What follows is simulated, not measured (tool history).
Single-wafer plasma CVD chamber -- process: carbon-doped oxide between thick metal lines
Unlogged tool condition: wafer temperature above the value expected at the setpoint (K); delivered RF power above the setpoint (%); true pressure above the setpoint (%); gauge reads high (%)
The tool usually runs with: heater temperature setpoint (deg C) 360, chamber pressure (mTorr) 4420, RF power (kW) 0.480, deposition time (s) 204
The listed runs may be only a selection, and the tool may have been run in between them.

run    hour  heater temperature setpoint (deg C)  chamber pressure (mTorr)  RF power (kW)  deposition time (s)  wafers since the last listed run  hours since the last thermocouple change  hours since the last RF generator calibration  hours since the last manometer calibration  hours since the showerhead was replaced  hours since the gauge calibration  read-back reference wafer on the same gauge, thickness_nm  mean film thickness on the monitor wafer (nm)
  1     0.0                                  354                      4420          0.480                  204                                 0                                     305.2                                         1847.6                                       997.7                                   2900.9                             2475.4                                                    953.080                                        940.099
  2    96.5                                  369                      4420          0.480                  204                               968                                     401.7                                         1944.1                                      1094.2                                   2997.4                             2571.9                                                    953.245                                        907.821
      160.0  -- showerhead replaced
  3   161.1                                  369                      4420          0.480                  204                               568                                     466.3                                         2008.7                                      1158.8                                      1.1                             2636.5                                                    952.637                                        904.193
      210.4  -- capacitance manometer re-zeroed and calibrated
  4   237.6                                  369                      4420          0.480                  204                               687                                     542.8                                         2085.2                                        27.2                                     77.6                             2713.0                                                    953.405                                        905.955
  5   338.1                                  360                      4420          0.480                  204                              1008                                     643.3                                         2185.7                                       127.7                                    178.1                             2813.5                                                    953.300                                        927.041
  6   393.2                                  372                      3600          0.545                  187                               552                                     698.4                                         2240.8                                       182.8                                    233.2                             2868.6                                                    952.593                                        860.411
      426.8  -- RF generator calibrated
  7   493.3                                  360                      4420          0.420                  204                               924                                     798.5                                           66.5                                       282.9                                    333.3                             2968.7                                                    952.765                                        850.872
  8   540.7                                  350                      3380          0.455                  184                               475                                     845.9                                          113.9                                       330.3                                    380.7                             3016.1                                                    952.903                                        807.350
  9   620.7                                  360                      4420          0.480                  204                               802                                     925.9                                          193.9                                       410.3                                    460.7                             3096.1                                                    952.932                                        921.833
 10   666.9                                  360                      5190          0.480                  204                               463                                     972.1                                          240.1                                       456.5                                    506.9                             3142.3                                                    952.793                                        949.382
 11   725.5                                  360                      4420          0.480                  204                               588                                    1030.7                                          298.7                                       515.1                                    565.5                             3200.9                                                    953.003                                        921.045
 12   807.7                                  373                      4420          0.480                  190                               824                                    1112.9                                          380.9                                       597.3                                    647.7                             3283.1                                                    953.491                                        836.414
 13   853.4                                  354                      4420          0.480                  204                               458                                    1158.6                                          426.6                                       643.0                                    693.4                             3328.8                                                    953.284                                        944.015
 14   897.0                                  360                      4420          0.480                  229                               437                                    1202.2                                          470.2                                       686.6                                    737.0                             3372.4                                                    953.302                                       1039.255
 15   992.4                                  360                      4730          0.480                  204                               957                                    1297.6                                          565.6                                       782.0                                    832.4                             3467.8                                                    952.597                                        933.515
 16  1088.6                                  360                      4420          0.480                  204                               965                                    1393.8                                          661.8                                       878.2                                    928.6                             3564.0                                                    952.761                                        924.106
 17  1182.4                                  353                      4940          0.480                  234                               941                                    1487.6                                          755.6                                       972.0                                   1022.4                             3657.8                                                    953.555                                       1100.035
 18  1253.1                                  369                      4420          0.480                  204                               709                                    1558.3                                          826.3                                      1042.7                                   1093.1                             3728.5                                                    953.054                                        908.774
 19  1310.0                                  366                      3830          0.550                  185                               571                                    1615.2                                          883.2                                      1099.6                                   1150.0                             3785.4                                                    953.791                                        874.871
     1332.4  -- gauge calibrated
 20  1371.5                                  368                      4920          0.480                  204                               617                                    1676.7                                          944.7                                      1161.1                                   1211.5                               39.1                                                    953.175                                        920.457
     1421.2  -- capacitance manometer re-zeroed and calibrated
 21  1421.7                                  360                      3320          0.480                  204                               423                                    1726.9                                          994.9                                         0.5                                   1261.7                               89.3                                                    952.498                                        895.673
 22  1520.8                                  360                      4420          0.480                  217                               994                                    1826.0                                         1094.0                                        99.6                                   1360.8                              188.4                                                    952.741                                        983.644
 23  1580.8                                  369                      3820          0.550                  190                               602                                    1886.0                                         1154.0                                       159.6                                   1420.8                              248.4                                                    953.371                                        892.763
 24  1638.7                                  360                      4420          0.480                  191                               581                                    1943.9                                         1211.9                                       217.5                                   1478.7                              306.3                                                    953.310                                        871.742
 25  1678.1                                  360                      3820          0.480                  237                               395                                    1983.3                                         1251.3                                       256.9                                   1518.1                              345.7                                                    953.244                                       1054.063
 26  1814.0                                  360                      4420          0.480                  204                              1363                                    2119.2                                         1387.2                                       392.8                                   1654.0                              481.6                                                    952.433                                        929.686
 27  1861.5                                  360                      4420          0.480                  204                               476                                    2166.7                                         1434.7                                       440.3                                   1701.5                              529.1                                                    953.029                                        926.010
 28  1917.7                                  366                      3590          0.440                  178                               564                                    2222.9                                         1490.9                                       496.5                                   1757.7                              585.3                                                    953.184                                        736.466
 29  2224.7                                  360                      5510          0.390                  204                              3080                                    2529.9                                         1797.9                                       803.5                                   2064.7                              892.3                                                    952.426                                        833.214

Below are 3 alternative next runs, each starting from the tool's condition after run 29. Predict each:
  A  2225.2                                  360                      4420          0.480                  204                                 5                                    2530.4                                         1798.4                                       804.0                                   2065.2                              892.8                                                          ?                                              ?
  B  2225.2                                  367                      5190          0.560                  218                                 5                                    2530.4                                         1798.4                                       804.0                                   2065.2                              892.8                                                          ?                                              ?
  C  2225.2                                  369                      4420          0.520                  177                                 5                                    2530.4                                         1798.4                                       804.0                                   2065.2                              892.8                                                          ?                                              ?

run  read-back reference wafer on the same gauge, thickness_nm  mean film thickness on the monitor wafer (nm)
  A                                                    953.298                                        930.201
  B                                                    953.298                                       1091.380
  C                                                    953.298                                        826.171
Take away the tool's hidden state, keep each run's random variation, and the runs would have read:
run  mean film thickness on the monitor wafer (nm)
  A                                        930.201
  B                                       1091.380
  C                                        826.171
